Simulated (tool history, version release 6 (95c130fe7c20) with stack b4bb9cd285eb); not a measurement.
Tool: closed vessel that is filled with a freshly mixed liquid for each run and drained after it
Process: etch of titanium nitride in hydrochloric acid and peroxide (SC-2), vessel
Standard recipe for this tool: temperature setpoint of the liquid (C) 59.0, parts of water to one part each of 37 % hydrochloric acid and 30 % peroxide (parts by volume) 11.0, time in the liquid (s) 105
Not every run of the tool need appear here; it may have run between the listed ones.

run,hour,temperature setpoint of the liquid (C),parts of water to one part each of 37 % hydrochloric acid and 30 % peroxide (parts by volume),time in the liquid (s),"read-back film thickness of the titanium nitride reference wafer, read on the same gauge (nm)",thickness taken off the titanium nitride on a monitor wafer (nm)
1,0.0,59.0,11.0,105,129.12,8.11
2,34.0,59.0,11.0,105,128.88,8.10
3,66.2,59.0,11.0,105,128.68,8.02
4,95.6,59.0,11.0,105,128.55,8.00
5,111.2,59.0,11.0,105,128.50,8.06
6,132.8,59.0,11.0,105,128.44,8.07
7,156.3,59.0,11.0,105,128.39,8.00
# hour 161.8: chemicals flow meter replaced
# hour 164.8: thermometer replaced
8,173.2,59.0,11.0,105,128.36,8.02
9,204.9,59.0,11.0,105,128.28,8.02
10,235.2,59.0,11.0,105,128.24,8.00
# hour 249.4: gauge calibrated
11,260.5,59.0,11.0,130,129.89,10.06
# hour 287.4: new drum of peroxide connected
12,287.9,59.0,11.0,135,129.54,10.33
13,301.3,59.0,11.0,105,129.39,8.07
14,323.7,49.5,11.0,165,129.21,6.85
15,338.4,65.0,11.0,105,129.08,11.77
16,363.7,59.0,11.0,105,128.93,8.03
17,392.4,59.0,11.0,105,128.78,8.05
18,419.6,64.0,5.5,155,128.67,27.92
19,444.9,62.0,16.0,120,128.57,7.97
20,476.9,59.0,13.0,155,128.51,10.26

Forecast each of these 4 alternatives for the next run:
A,477.6,59.0,11.0,105,?,?
B,477.6,68.0,14.5,140,?,?
C,477.6,52.5,8.0,50,?,?
D,477.6,68.5,13.0,45,?,?

run,"read-back film thickness of the titanium nitride reference wafer, read on the same gauge (nm)",thickness taken off the titanium nitride on a monitor wafer (nm)
A,128.51,8.00
B,128.51,14.61
C,128.51,3.26
D,128.51,5.32
Stripped of hidden state, with their random variation kept, the same runs would have yielded:
run,thickness taken off the titanium nitride on a monitor wafer (nm)
A,8.09
B,14.78
C,3.30
D,5.39
